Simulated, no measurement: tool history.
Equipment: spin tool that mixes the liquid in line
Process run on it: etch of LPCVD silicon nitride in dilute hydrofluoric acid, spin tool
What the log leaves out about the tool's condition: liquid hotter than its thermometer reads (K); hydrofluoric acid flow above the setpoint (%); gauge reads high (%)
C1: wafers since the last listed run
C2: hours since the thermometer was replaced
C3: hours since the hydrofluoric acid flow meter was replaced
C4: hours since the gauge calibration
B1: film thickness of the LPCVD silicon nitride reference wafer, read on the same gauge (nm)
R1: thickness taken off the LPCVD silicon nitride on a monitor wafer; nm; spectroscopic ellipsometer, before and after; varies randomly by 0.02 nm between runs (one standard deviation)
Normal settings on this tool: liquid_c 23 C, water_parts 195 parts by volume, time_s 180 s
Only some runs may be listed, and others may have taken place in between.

{"run": 1, "day": 0.0, "liquid_c": 25.5, "water_parts": 195, "time_s": 180, "C1": 0, "C2": 1287, "C3": 238.3, "C4": 181, "B1": 150.014, "R1": 0.526}
{"run": 2, "day": 0.667, "liquid_c": 25.5, "water_parts": 195, "time_s": 180, "C1": 66, "C2": 1303, "C3": 254.3, "C4": 197, "B1": 149.993, "R1": 0.526}
{"run": 3, "day": 1.912, "liquid_c": 23, "water_parts": 195, "time_s": 180, "C1": 124, "C2": 1332.9, "C3": 284.2, "C4": 226.9, "B1": 150.016, "R1": 0.443}
{"run": 4, "day": 3.288, "liquid_c": 23, "water_parts": 195, "time_s": 180, "C1": 137, "C2": 1365.9, "C3": 317.2, "C4": 259.9, "B1": 150.022, "R1": 0.435}
{"run": 5, "day": 4.225, "liquid_c": 23, "water_parts": 195, "time_s": 95, "C1": 93, "C2": 1388.4, "C3": 339.7, "C4": 282.4, "B1": 149.998, "R1": 0.225}
{"run": 6, "day": 5.392, "liquid_c": 23, "water_parts": 195, "time_s": 95, "C1": 116, "C2": 1416.4, "C3": 367.7, "C4": 310.4, "B1": 150.008, "R1": 0.245}
{"run": 7, "day": 6.621, "liquid_c": 23, "water_parts": 170, "time_s": 180, "C1": 122, "C2": 1445.9, "C3": 397.2, "C4": 339.9, "B1": 149.986, "R1": 0.527}
{"run": 8, "day": 8.025, "liquid_c": 23, "water_parts": 170, "time_s": 180, "C1": 140, "C2": 1479.6, "C3": 430.9, "C4": 373.6, "B1": 150.012, "R1": 0.513}
{"run": 9, "day": 9.029, "liquid_c": 23, "water_parts": 170, "time_s": 180, "C1": 100, "C2": 1503.7, "C3": 455, "C4": 397.7, "B1": 149.998, "R1": 0.47}
{"run": 10, "day": 9.938, "liquid_c": 23, "water_parts": 195, "time_s": 180, "C1": 90, "C2": 1525.5, "C3": 476.8, "C4": 419.5, "B1": 150.01, "R1": 0.438}
{"day": 10.275, "done": "thermometer replaced"}
{"run": 11, "day": 10.462, "liquid_c": 23, "water_parts": 280, "time_s": 275, "C1": 48, "C2": 4.5, "C3": 489.4, "C4": 432.1, "B1": 149.998, "R1": 0.483}
{"run": 12, "day": 11.212, "liquid_c": 23, "water_parts": 195, "time_s": 180, "C1": 74, "C2": 22.5, "C3": 507.4, "C4": 450.1, "B1": 150.018, "R1": 0.472}
{"run": 13, "day": 12.396, "liquid_c": 23, "water_parts": 270, "time_s": 180, "C1": 118, "C2": 50.9, "C3": 535.8, "C4": 478.5, "B1": 150.015, "R1": 0.345}
{"day": 13.296, "done": "hydrofluoric acid flow meter replaced"}
{"run": 14, "day": 13.871, "liquid_c": 20, "water_parts": 95, "time_s": 110, "C1": 143, "C2": 86.3, "C3": 13.8, "C4": 513.9, "B1": 149.993, "R1": 0.46}
{"run": 15, "day": 14.442, "liquid_c": 23, "water_parts": 195, "time_s": 255, "C1": 57, "C2": 100, "C3": 27.5, "C4": 527.6, "B1": 150.011, "R1": 0.634}
{"run": 16, "day": 15.212, "liquid_c": 25, "water_parts": 230, "time_s": 110, "C1": 77, "C2": 118.5, "C3": 46, "C4": 546.1, "B1": 150.016, "R1": 0.271}
{"day": 15.375, "done": "gauge calibrated"}
{"run": 17, "day": 15.812, "liquid_c": 26.5, "water_parts": 145, "time_s": 270, "C1": 59, "C2": 132.9, "C3": 60.4, "C4": 10.5, "B1": 150.011, "R1": 1.108}
{"run": 18, "day": 17.0, "liquid_c": 25.5, "water_parts": 285, "time_s": 110, "C1": 118, "C2": 161.4, "C3": 88.9, "C4": 39, "B1": 150.042, "R1": 0.245}
{"run": 19, "day": 19.425, "liquid_c": 23, "water_parts": 195, "time_s": 180, "C1": 242, "C2": 219.6, "C3": 147.1, "C4": 97.2, "B1": 150.002, "R1": 0.402}
{"run": 20, "day": 20.029, "liquid_c": 23, "water_parts": 195, "time_s": 180, "C1": 60, "C2": 234.1, "C3": 161.6, "C4": 111.7, "B1": 150.028, "R1": 0.424}
{"run": 21, "day": 20.8, "liquid_c": 23, "water_parts": 280, "time_s": 275, "C1": 77, "C2": 252.6, "C3": 180.1, "C4": 130.2, "B1": 150.019, "R1": 0.493}

Branching from run 21: 5 alternative next runs. What would each branch give?
{"run": "A", "day": 20.821, "liquid_c": 23, "water_parts": 195, "time_s": 180, "C1": 2, "C2": 253.1, "C3": 180.6, "C4": 130.7, "B1": "?", "R1": "?"}
{"run": "B", "day": 20.821, "liquid_c": 21.5, "water_parts": 115, "time_s": 105, "C1": 2, "C2": 253.1, "C3": 180.6, "C4": 130.7, "B1": "?", "R1": "?"}
{"run": "C", "day": 20.821, "liquid_c": 20, "water_parts": 195, "time_s": 180, "C1": 2, "C2": 253.1, "C3": 180.6, "C4": 130.7, "B1": "?", "R1": "?"}
{"run": "D", "day": 20.821, "liquid_c": 23, "water_parts": 220, "time_s": 180, "C1": 2, "C2": 253.1, "C3": 180.6, "C4": 130.7, "B1": "?", "R1": "?"}
{"run": "E", "day": 20.821, "liquid_c": 18, "water_parts": 195, "time_s": 275, "C1": 2, "C2": 253.1, "C3": 180.6, "C4": 130.7, "B1": "?", "R1": "?"}

run=A B1=150.005 R1=0.451
run=B B1=150.005 R1=0.401
run=C B1=150.005 R1=0.371
run=D B1=150.005 R1=0.401
run=E B1=150.005 R1=0.497
The same runs, with their run-to-run variation unchanged, on a tool lacking any hidden condition would have given:
run=A R1=0.451
run=B R1=0.401
run=C R1=0.371
run=D R1=0.401
run=E R1=0.497
